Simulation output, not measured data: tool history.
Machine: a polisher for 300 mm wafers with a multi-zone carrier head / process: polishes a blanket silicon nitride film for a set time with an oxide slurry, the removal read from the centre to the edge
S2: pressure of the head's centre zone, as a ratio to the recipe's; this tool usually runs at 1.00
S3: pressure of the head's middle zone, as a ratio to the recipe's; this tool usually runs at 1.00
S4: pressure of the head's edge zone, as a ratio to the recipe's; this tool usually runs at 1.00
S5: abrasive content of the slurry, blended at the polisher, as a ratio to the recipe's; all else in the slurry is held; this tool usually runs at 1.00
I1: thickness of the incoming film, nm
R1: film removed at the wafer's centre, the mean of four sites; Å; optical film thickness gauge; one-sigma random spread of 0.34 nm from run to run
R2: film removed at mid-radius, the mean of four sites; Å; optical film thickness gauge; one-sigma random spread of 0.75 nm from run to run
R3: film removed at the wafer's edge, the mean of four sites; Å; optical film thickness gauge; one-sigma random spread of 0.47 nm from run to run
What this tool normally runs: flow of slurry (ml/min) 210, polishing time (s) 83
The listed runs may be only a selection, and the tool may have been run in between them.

{"run": 1, "hour": 0.0, "flow of slurry (ml/min)": 210, "S2": 1.0, "S3": 1.0, "S4": 1.0, "S5": 1.0, "polishing time (s)": 83, "I1": 489.1, "R1": 487, "R2": 488, "R3": 482}
{"hour": 18.3, "done": "centre zone pressure recalibrated"}
{"run": 2, "hour": 66.1, "flow of slurry (ml/min)": 210, "S2": 1.0, "S3": 1.0, "S4": 0.93, "S5": 1.0, "polishing time (s)": 83, "I1": 481.7, "R1": 482, "R2": 484, "R3": 465}
{"hour": 94.4, "done": "slurry nozzle cleaned"}
{"run": 3, "hour": 112.0, "flow of slurry (ml/min)": 210, "S2": 1.0, "S3": 1.0, "S4": 1.0, "S5": 1.0, "polishing time (s)": 67, "I1": 484.6, "R1": 384, "R2": 396, "R3": 386}
{"run": 4, "hour": 142.9, "flow of slurry (ml/min)": 210, "S2": 1.0, "S3": 1.0, "S4": 1.0, "S5": 1.0, "polishing time (s)": 67, "I1": 478.7, "R1": 386, "R2": 380, "R3": 382}
{"run": 5, "hour": 195.9, "flow of slurry (ml/min)": 190, "S2": 1.0, "S3": 1.0, "S4": 1.0, "S5": 1.0, "polishing time (s)": 83, "I1": 480.4, "R1": 456, "R2": 457, "R3": 463}
{"run": 6, "hour": 224.5, "flow of slurry (ml/min)": 265, "S2": 1.04, "S3": 1.0, "S4": 1.0, "S5": 1.15, "polishing time (s)": 83, "I1": 472.3, "R1": 534, "R2": 520, "R3": 503}
{"hour": 280.6, "done": "carrier head's membrane replaced by a new one"}
{"run": 7, "hour": 281.1, "flow of slurry (ml/min)": 275, "S2": 1.0, "S3": 0.92, "S4": 0.91, "S5": 1.0, "polishing time (s)": 83, "I1": 480.8, "R1": 481, "R2": 446, "R3": 451}
{"hour": 304.1, "done": "worn pad replaced by a new one"}
{"run": 8, "hour": 321.0, "flow of slurry (ml/min)": 135, "S2": 1.0, "S3": 0.95, "S4": 1.0, "S5": 1.0, "polishing time (s)": 83, "I1": 480.3, "R1": 445, "R2": 434, "R3": 461}
{"run": 9, "hour": 349.1, "flow of slurry (ml/min)": 210, "S2": 1.0, "S3": 1.0, "S4": 1.0, "S5": 0.85, "polishing time (s)": 94, "I1": 472.5, "R1": 524, "R2": 520, "R3": 505}
{"hour": 364.7, "done": "slurry nozzle cleaned"}
{"run": 10, "hour": 392.3, "flow of slurry (ml/min)": 190, "S2": 1.0, "S3": 1.0, "S4": 1.0, "S5": 1.0, "polishing time (s)": 83, "I1": 482.6, "R1": 476, "R2": 480, "R3": 490}
{"run": 11, "hour": 421.8, "flow of slurry (ml/min)": 210, "S2": 1.0, "S3": 1.0, "S4": 0.9, "S5": 0.75, "polishing time (s)": 83, "I1": 477.9, "R1": 425, "R2": 424, "R3": 406}
{"hour": 425.5, "done": "edge zone pressure recalibrated"}
{"run": 12, "hour": 556.1, "flow of slurry (ml/min)": 210, "S2": 0.93, "S3": 0.9, "S4": 1.0, "S5": 1.0, "polishing time (s)": 83, "I1": 479.8, "R1": 439, "R2": 433, "R3": 472}
{"run": 13, "hour": 622.9, "flow of slurry (ml/min)": 235, "S2": 1.0, "S3": 1.0, "S4": 1.0, "S5": 1.0, "polishing time (s)": 83, "I1": 483.6, "R1": 475, "R2": 479, "R3": 463}
{"hour": 628.2, "done": "worn pad replaced by a new one"}
{"hour": 639.6, "done": "slurry nozzle cleaned"}
{"run": 14, "hour": 681.6, "flow of slurry (ml/min)": 275, "S2": 1.0, "S3": 1.0, "S4": 1.0, "S5": 1.0, "polishing time (s)": 83, "I1": 487.1, "R1": 507, "R2": 514, "R3": 499}
{"run": 15, "hour": 708.2, "flow of slurry (ml/min)": 210, "S2": 1.0, "S3": 1.0, "S4": 1.0, "S5": 1.0, "polishing time (s)": 83, "I1": 475.1, "R1": 486, "R2": 484, "R3": 480}
{"run": 16, "hour": 745.6, "flow of slurry (ml/min)": 260, "S2": 1.0, "S3": 1.0, "S4": 0.93, "S5": 1.1, "polishing time (s)": 73, "I1": 480.9, "R1": 453, "R2": 456, "R3": 440}
{"run": 17, "hour": 844.6, "flow of slurry (ml/min)": 210, "S2": 1.0, "S3": 1.0, "S4": 0.9, "S5": 0.75, "polishing time (s)": 83, "I1": 480.3, "R1": 414, "R2": 408, "R3": 390}
{"run": 18, "hour": 890.6, "flow of slurry (ml/min)": 160, "S2": 1.0, "S3": 1.0, "S4": 1.0, "S5": 1.0, "polishing time (s)": 83, "I1": 472.6, "R1": 439, "R2": 451, "R3": 450}
{"run": 19, "hour": 917.9, "flow of slurry (ml/min)": 230, "S2": 1.0, "S3": 0.89, "S4": 1.0, "S5": 0.85, "polishing time (s)": 104, "I1": 482.0, "R1": 556, "R2": 507, "R3": 547}
{"hour": 935.2, "done": "worn pad replaced by a new one"}
{"hour": 944.3, "done": "slurry nozzle cleaned"}
{"run": 20, "hour": 981.3, "flow of slurry (ml/min)": 210, "S2": 1.0, "S3": 1.0, "S4": 0.88, "S5": 1.0, "polishing time (s)": 76, "I1": 484.6, "R1": 453, "R2": 460, "R3": 423}

Selected run-to-run steps in R1, each split into two signed amounts: the part the tool would show with no hidden state at all (from settings, incoming material and random variation), and the remainder, which goes to the hidden state together with any gauge scatter not common to the measured and the hidden-state-free results:
What the log doesn't record here: removal rate lost through wear of the pad, %; slurry flow missing at the pad, %; deviation of the centre zone's pressure from its setpoint, %; deviation of the edge zone's pressure from its setpoint, %.
Run 7 -> 8: flow of slurry (ml/min) 275 -> 135, S3 0.92 -> 0.95, S4 0.91 -> 1.00, worn pad replaced by a new one. R1 -36 Å: hidden state +35, all else -71.
Run 18 -> 19: flow of slurry (ml/min) 160 -> 230, S3 1.00 -> 0.89, S5 1.00 -> 0.85, polishing time (s) 83 -> 104. R1 +117 Å: hidden state -11, all else +128.
Run 19 -> 20: flow of slurry (ml/min) 230 -> 210, S3 0.89 -> 1.00, S4 1.00 -> 0.88, S5 0.85 -> 1.00, polishing time (s) 104 -> 76, worn pad replaced by a new one, slurry nozzle cleaned. R1 -103 Å: hidden state +33, all else -136.
